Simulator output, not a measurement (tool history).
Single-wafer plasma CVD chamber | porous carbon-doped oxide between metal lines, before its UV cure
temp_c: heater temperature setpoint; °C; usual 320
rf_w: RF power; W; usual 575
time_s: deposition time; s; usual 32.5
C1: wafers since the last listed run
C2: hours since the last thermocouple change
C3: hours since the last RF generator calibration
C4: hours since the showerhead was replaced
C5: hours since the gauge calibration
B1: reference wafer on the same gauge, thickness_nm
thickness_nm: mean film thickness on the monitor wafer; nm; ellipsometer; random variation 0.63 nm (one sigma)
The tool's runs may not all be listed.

Run 1, hour 0.0: usual settings but temp_c 312 °C; C1 0; C2 849.4; C3 1820.7; C4 6215.2; C5 257.0; B1 162.215. Result: thickness_nm 176.901 nm.
Run 2, hour 14.0: usual settings but temp_c 312 °C; C1 418; C2 863.4; C3 1834.7; C4 6229.2; C5 271.0; B1 162.130. Result: thickness_nm 178.173 nm.
Run 3, hour 39.3: usual settings; C1 756; C2 888.7; C3 1860.0; C4 6254.5; C5 296.3; B1 161.656. Result: thickness_nm 169.765 nm.
Run 4, hour 73.4: usual settings; C1 1020; C2 922.8; C3 1894.1; C4 6288.6; C5 330.4; B1 162.089. Result: thickness_nm 171.387 nm.
Run 5, hour 94.3: usual settings; C1 625; C2 943.7; C3 1915.0; C4 6309.5; C5 351.3; B1 161.992. Result: thickness_nm 169.388 nm.
At hour 153.5: gauge calibrated.
Run 6, hour 184.6: usual settings; C1 2701; C2 1034.0; C3 2005.3; C4 6399.8; C5 31.1; B1 162.050. Result: thickness_nm 171.358 nm.
Run 7, hour 210.2: usual settings; C1 765; C2 1059.6; C3 2030.9; C4 6425.4; C5 56.7; B1 161.764. Result: thickness_nm 170.130 nm.
Run 8, hour 245.9: usual settings; C1 1068; C2 1095.3; C3 2066.6; C4 6461.1; C5 92.4; B1 161.821. Result: thickness_nm 170.260 nm.
Run 9, hour 258.3: usual settings but temp_c 325 °C; C1 371; C2 1107.7; C3 2079.0; C4 6473.5; C5 104.8; B1 161.905. Result: thickness_nm 165.513 nm.
Run 10, hour 279.9: usual settings but temp_c 325 °C; C1 646; C2 1129.3; C3 2100.6; C4 6495.1; C5 126.4; B1 162.006. Result: thickness_nm 165.426 nm.
Run 11, hour 306.2: usual settings but temp_c 325 °C; C1 786; C2 1155.6; C3 2126.9; C4 6521.4; C5 152.7; B1 161.844. Result: thickness_nm 164.510 nm.
Run 12, hour 341.3: usual settings; C1 1050; C2 1190.7; C3 2162.0; C4 6556.5; C5 187.8; B1 161.733. Result: thickness_nm 169.692 nm.
Run 13, hour 364.9: usual settings; C1 706; C2 1214.3; C3 2185.6; C4 6580.1; C5 211.4; B1 162.027. Result: thickness_nm 169.165 nm.
Run 14, hour 381.7: usual settings; C1 502; C2 1231.1; C3 2202.4; C4 6596.9; C5 228.2; B1 161.975. Result: thickness_nm 169.629 nm.
At hour 402.8: RF generator calibrated.
Run 15, hour 412.8: usual settings but rf_w 510 W; C1 691; C2 1262.2; C3 10.0; C4 6628.0; C5 259.3; B1 161.911. Result: thickness_nm 157.434 nm.
Run 16, hour 428.0: usual settings but rf_w 495 W; C1 454; C2 1277.4; C3 25.2; C4 6643.2; C5 274.5; B1 162.041. Result: thickness_nm 153.943 nm.
Run 17, hour 450.8: usual settings but temp_c 329 °C, time_s 35.8 s; C1 682; C2 1300.2; C3 48.0; C4 6666.0; C5 297.3; B1 162.168. Result: thickness_nm 176.368 nm.
Run 18, hour 482.0: usual settings but temp_c 309 °C, rf_w 650 W; C1 933; C2 1331.4; C3 79.2; C4 6697.2; C5 328.5; B1 162.133. Result: thickness_nm 195.291 nm.
At hour 519.9: thermocouple changed; heater temperature recalibrated.
At hour 524.3: showerhead replaced.
Run 19, hour 524.8: usual settings; C1 907; C2 4.9; C3 122.0; C4 0.5; C5 371.3; B1 161.919. Result: thickness_nm 170.238 nm.
Run 20, hour 539.5: usual settings but temp_c 330 °C, rf_w 505 W; C1 439; C2 19.6; C3 136.7; C4 15.2; C5 386.0; B1 162.227. Result: thickness_nm 147.560 nm.
Run 21, hour 562.9: usual settings but rf_w 480 W, time_s 35.2 s; C1 700; C2 43.0; C3 160.1; C4 38.6; C5 409.4; B1 161.877. Result: thickness_nm 163.014 nm.
Run 22, hour 584.0: usual settings but rf_w 515 W, time_s 27.2 s; C1 631; C2 64.1; C3 181.2; C4 59.7; C5 430.5; B1 162.019. Result: thickness_nm 132.935 nm.
Run 23, hour 597.4: usual settings but rf_w 460 W, time_s 36.0 s; C1 400; C2 77.5; C3 194.6; C4 73.1; C5 443.9; B1 162.190. Result: thickness_nm 161.938 nm.
Run 24, hour 619.5: usual settings; C1 661; C2 99.6; C3 216.7; C4 95.2; C5 466.0; B1 162.002. Result: thickness_nm 170.240 nm.
Run 25, hour 645.6: usual settings but temp_c 328 °C; C1 780; C2 125.7; C3 242.8; C4 121.3; C5 492.1; B1 161.902. Result: thickness_nm 162.865 nm.
At hour 654.6: gauge calibrated.
Run 26, hour 666.6: usual settings; C1 628; C2 146.7; C3 263.8; C4 142.3; C5 12.0; B1 161.763. Result: thickness_nm 170.696 nm.
Run 27, hour 682.8: usual settings but temp_c 327 °C, rf_w 505 W; C1 484; C2 162.9; C3 280.0; C4 158.5; C5 28.2; B1 162.328. Result: thickness_nm 149.662 nm.
Run 28, hour 699.9: usual settings but temp_c 307 °C, rf_w 675 W; C1 511; C2 180.0; C3 297.1; C4 175.6; C5 45.3; B1 162.155. Result: thickness_nm 201.485 nm.
Run 29, hour 712.9: usual settings; C1 388; C2 193.0; C3 310.1; C4 188.6; C5 58.3; B1 162.200. Result: thickness_nm 169.079 nm.
Run 30, hour 729.0: usual settings; C1 481; C2 209.1; C3 326.2; C4 204.7; C5 74.4; B1 162.034. Result: thickness_nm 170.637 nm.
Run 31, hour 760.3: usual settings; C1 936; C2 240.4; C3 357.5; C4 236.0; C5 105.7; B1 161.882. Result: thickness_nm 169.003 nm.
Run 32, hour 780.1: usual settings but temp_c 316 °C, time_s 38.6 s; C1 592; C2 260.2; C3 377.3; C4 255.8; C5 125.5; B1 162.315. Result: thickness_nm 205.784 nm.
Run 33, hour 795.3: usual settings; C1 454; C2 275.4; C3 392.5; C4 271.0; C5 140.7; B1 162.006. Result: thickness_nm 170.290 nm.
Run 34, hour 830.2: usual settings but temp_c 330 °C, time_s 36.3 s; C1 1044; C2 310.3; C3 427.4; C4 305.9; C5 175.6; B1 161.796. Result: thickness_nm 178.929 nm.

The tool's hidden state at each run:
wafer temperature above the value expected at the setpoint (K): 0 in every run
delivered RF power above the setpoint (%): 0 in every run
gauge reads high (%): 0 in every run

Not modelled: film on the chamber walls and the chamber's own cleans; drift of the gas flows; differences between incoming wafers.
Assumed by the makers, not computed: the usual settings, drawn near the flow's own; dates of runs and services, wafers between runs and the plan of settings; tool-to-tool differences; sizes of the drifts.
